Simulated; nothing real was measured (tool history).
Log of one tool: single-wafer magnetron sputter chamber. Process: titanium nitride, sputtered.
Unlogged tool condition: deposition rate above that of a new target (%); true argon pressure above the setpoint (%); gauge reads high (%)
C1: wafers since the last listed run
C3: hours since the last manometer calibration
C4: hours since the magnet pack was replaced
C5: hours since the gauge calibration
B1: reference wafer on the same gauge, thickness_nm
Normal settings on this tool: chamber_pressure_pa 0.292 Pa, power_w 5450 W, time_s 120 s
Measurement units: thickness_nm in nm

{"run": 1, "hour": 0.0, "chamber_pressure_pa": 0.292, "power_w": 5450, "time_s": 131, "C1": 0, "wafers on the sputter target": 6794, "C3": 1056.2, "C4": 8241, "C5": 696.7, "B1": 104.979, "thickness_nm": 131.382}
{"hour": 7.4, "done": "sputter target and shields replaced"}
{"run": 2, "hour": 59.0, "chamber_pressure_pa": 0.292, "power_w": 5450, "time_s": 131, "C1": 849, "wafers on the sputter target": 849, "C3": 1115.2, "C4": 8300, "C5": 755.7, "B1": 104.935, "thickness_nm": 131.254}
{"run": 3, "hour": 145.0, "chamber_pressure_pa": 0.292, "power_w": 5450, "time_s": 131, "C1": 1417, "wafers on the sputter target": 2267, "C3": 1201.2, "C4": 8386, "C5": 841.7, "B1": 105.025, "thickness_nm": 131.342}
{"run": 4, "hour": 235.6, "chamber_pressure_pa": 0.292, "power_w": 5450, "time_s": 120, "C1": 1493, "wafers on the sputter target": 3760, "C3": 1291.8, "C4": 8476.6, "C5": 932.3, "B1": 105.056, "thickness_nm": 120.529}
{"run": 5, "hour": 299.2, "chamber_pressure_pa": 0.292, "power_w": 5450, "time_s": 120, "C1": 1048, "wafers on the sputter target": 4808, "C3": 1355.4, "C4": 8540.2, "C5": 995.9, "B1": 105.039, "thickness_nm": 120.358}
{"run": 6, "hour": 361.0, "chamber_pressure_pa": 0.292, "power_w": 5450, "time_s": 112, "C1": 1018, "wafers on the sputter target": 5827, "C3": 1417.2, "C4": 8602, "C5": 1057.7, "B1": 105.012, "thickness_nm": 112.322}
{"hour": 399.7, "done": "sputter target and shields replaced"}
{"run": 7, "hour": 447.8, "chamber_pressure_pa": 0.292, "power_w": 5450, "time_s": 120, "C1": 1298, "wafers on the sputter target": 792, "C3": 1504, "C4": 8688.8, "C5": 1144.5, "B1": 105.012, "thickness_nm": 119.946}
{"run": 8, "hour": 490.3, "chamber_pressure_pa": 0.292, "power_w": 5450, "time_s": 120, "C1": 700, "wafers on the sputter target": 1492, "C3": 1546.5, "C4": 8731.3, "C5": 1187, "B1": 104.936, "thickness_nm": 120.518}
{"run": 9, "hour": 593.6, "chamber_pressure_pa": 0.292, "power_w": 5450, "time_s": 120, "C1": 1702, "wafers on the sputter target": 3195, "C3": 1649.8, "C4": 8834.6, "C5": 1290.3, "B1": 105.064, "thickness_nm": 120.429}
{"run": 10, "hour": 667.6, "chamber_pressure_pa": 0.204, "power_w": 5450, "time_s": 127, "C1": 1219, "wafers on the sputter target": 4414, "C3": 1723.8, "C4": 8908.6, "C5": 1364.3, "B1": 104.981, "thickness_nm": 134.79}
{"run": 11, "hour": 721.6, "chamber_pressure_pa": 0.204, "power_w": 5450, "time_s": 127, "C1": 890, "wafers on the sputter target": 5304, "C3": 1777.8, "C4": 8962.6, "C5": 1418.3, "B1": 105.018, "thickness_nm": 134.453}
{"hour": 796.5, "done": "sputter target and shields replaced"}
{"run": 12, "hour": 811.6, "chamber_pressure_pa": 0.204, "power_w": 5450, "time_s": 127, "C1": 1351, "wafers on the sputter target": 249, "C3": 1867.8, "C4": 9052.6, "C5": 1508.3, "B1": 104.989, "thickness_nm": 134.235}
{"run": 13, "hour": 864.3, "chamber_pressure_pa": 0.292, "power_w": 5450, "time_s": 120, "C1": 868, "wafers on the sputter target": 1117, "C3": 1920.5, "C4": 9105.3, "C5": 1561, "B1": 105, "thickness_nm": 120.465}
{"run": 14, "hour": 903.3, "chamber_pressure_pa": 0.292, "power_w": 6300, "time_s": 106, "C1": 642, "wafers on the sputter target": 1760, "C3": 1959.5, "C4": 9144.3, "C5": 1600, "B1": 105.063, "thickness_nm": 122.371}

Run 15 is up next; what results do you expect?
{"run": 15, "hour": 958.2, "chamber_pressure_pa": 0.248, "power_w": 5950, "time_s": 120, "C1": 904, "wafers on the sputter target": 2665, "C3": 2014.4, "C4": 9199.2, "C5": 1654.9, "B1": "?", "thickness_nm": "?"}

Run 15 gave B1 105.037, thickness_nm 135.171 nm.
On a tool with no hidden condition, and with the same random variation, this run would have come out at thickness_nm 135.171 nm.
